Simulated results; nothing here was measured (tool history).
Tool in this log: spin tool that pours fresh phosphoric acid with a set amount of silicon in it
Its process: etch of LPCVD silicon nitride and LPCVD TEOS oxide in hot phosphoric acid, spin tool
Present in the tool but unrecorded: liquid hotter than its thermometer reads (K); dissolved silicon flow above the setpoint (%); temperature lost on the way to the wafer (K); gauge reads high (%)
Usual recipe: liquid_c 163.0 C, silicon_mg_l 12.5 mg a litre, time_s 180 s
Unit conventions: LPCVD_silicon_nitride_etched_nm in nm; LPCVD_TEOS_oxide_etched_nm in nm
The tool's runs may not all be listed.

run   hour  liquid_c  silicon_mg_l  time_s  wafers since the last listed run  hours since the thermometer was replaced  hours since the dissolved silicon flow meter was replaced  hours since the heated supply line was repaired  hours since the gauge calibration  read-back film thickness of the LPCVD silicon nitride reference wafer, read on the same gauge (nm)  read-back film thickness of the LPCVD TEOS oxide reference wafer, read on the same gauge (nm)  LPCVD_silicon_nitride_etched_nm  LPCVD_TEOS_oxide_etched_nm
  1    0.0     163.0           6.5     180                                 0                                     250.5                                                     1935.9                                           1310.6                               23.9                                                                                              150.01                                                                                        129.997                            16.02                       0.992
  2   30.6     163.0           6.5     180                               301                                     281.1                                                     1966.5                                           1341.2                               54.5                                                                                              150.02                                                                                        130.004                            16.07                       0.904
  3   63.4     163.0          12.5     180                               322                                     313.9                                                     1999.3                                           1374.0                               87.3                                                                                              150.05                                                                                        130.006                            16.04                       0.858
  4   84.6     163.0          12.5     180                               208                                     335.1                                                     2020.5                                           1395.2                              108.5                                                                                              149.99                                                                                        129.997                            16.06                       0.875
  5   98.1     163.0          12.5     180                               132                                     348.6                                                     2034.0                                           1408.7                              122.0                                                                                              150.02                                                                                        130.014                            16.04                       0.816
  6  115.8     163.0          12.5     180                               174                                     366.3                                                     2051.7                                           1426.4                              139.7                                                                                              149.97                                                                                        129.990                            15.99                       0.846
  7  149.5     163.0          12.5     180                               331                                     400.0                                                     2085.4                                           1460.1                              173.4                                                                                              150.03                                                                                        129.982                            16.04                       0.890
  8  177.6     163.0          12.5     180                               276                                     428.1                                                     2113.5                                           1488.2                              201.5                                                                                              150.04                                                                                        130.039                            16.08                       0.836
  9  192.0     163.0          12.5     180                               141                                     442.5                                                     2127.9                                           1502.6                              215.9                                                                                              149.99                                                                                        130.002                            16.10                       0.820
     205.1  -- heated supply line repaired
 10  208.0     163.0          12.5     180                               147                                     458.5                                                     2143.9                                              2.9                              231.9                                                                                              149.97                                                                                        129.986                            16.05                       0.837
 11  224.0     162.0          15.5     180                               157                                     474.5                                                     2159.9                                             18.9                              247.9                                                                                              150.00                                                                                        130.022                            15.54                       0.734
 12  240.0     162.0          12.5     265                               157                                     490.5                                                     2175.9                                             34.9                              263.9                                                                                              150.00                                                                                        129.983                            22.82                       1.207
     252.8  -- thermometer replaced
 13  258.9     162.0          12.5     180                               176                                       6.1                                                     2194.8                                             53.8                              282.8                                                                                              149.99                                                                                        130.003                            15.48                       0.767
 14  287.1     163.0           6.5     180                               277                                      34.3                                                     2223.0                                             82.0                              311.0                                                                                              149.99                                                                                        129.990                            16.02                       0.944
     302.7  -- dissolved silicon flow meter replaced
 15  304.7     164.5          15.5     180                               163                                      51.9                                                        2.0                                             99.6                              328.6                                                                                              149.97                                                                                        129.994                            16.89                       0.884
 16  332.8     165.5           3.0     230                               276                                      80.0                                                       30.1                                            127.7                              356.7                                                                                              149.98                                                                                        129.981                            22.31                       1.623
     362.2  -- gauge calibrated
 17  365.1     163.0          12.5     180                               317                                     112.3                                                       62.4                                            160.0                                2.9                                                                                              150.02                                                                                        129.982                            16.14                       0.848
 18  392.2     163.0          12.5     180                               266                                     139.4                                                       89.5                                            187.1                               30.0                                                                                              149.98                                                                                        130.027                            16.09                       0.858
 19  409.1     164.5          15.0     275                               166                                     156.3                                                      106.4                                            204.0                               46.9                                                                                              150.01                                                                                        129.981                            25.87                       1.331
 20  435.5     160.5          12.5     105                               259                                     182.7                                                      132.8                                            230.4                               73.3                                                                                              149.99                                                                                        130.042                             8.65                       0.431
 21  470.2     163.0          12.5     180                               341                                     217.4                                                      167.5                                            265.1                              108.0                                                                                              150.01                                                                                        130.010                            16.09                       0.798

Hidden condition of the tool, last listed run before each entry between runs versus first listed run after:
Run 9 -> run 10: heated supply line repaired (hour 205.1)
  both runs share identical hidden conditions
Run 12 -> run 13: thermometer replaced (hour 252.8)
  both runs share identical hidden conditions
Run 14 -> run 15: dissolved silicon flow meter replaced (hour 302.7)
  both runs share identical hidden conditions
Run 16 -> run 17: gauge calibrated (hour 362.2)
  both runs share identical hidden conditions
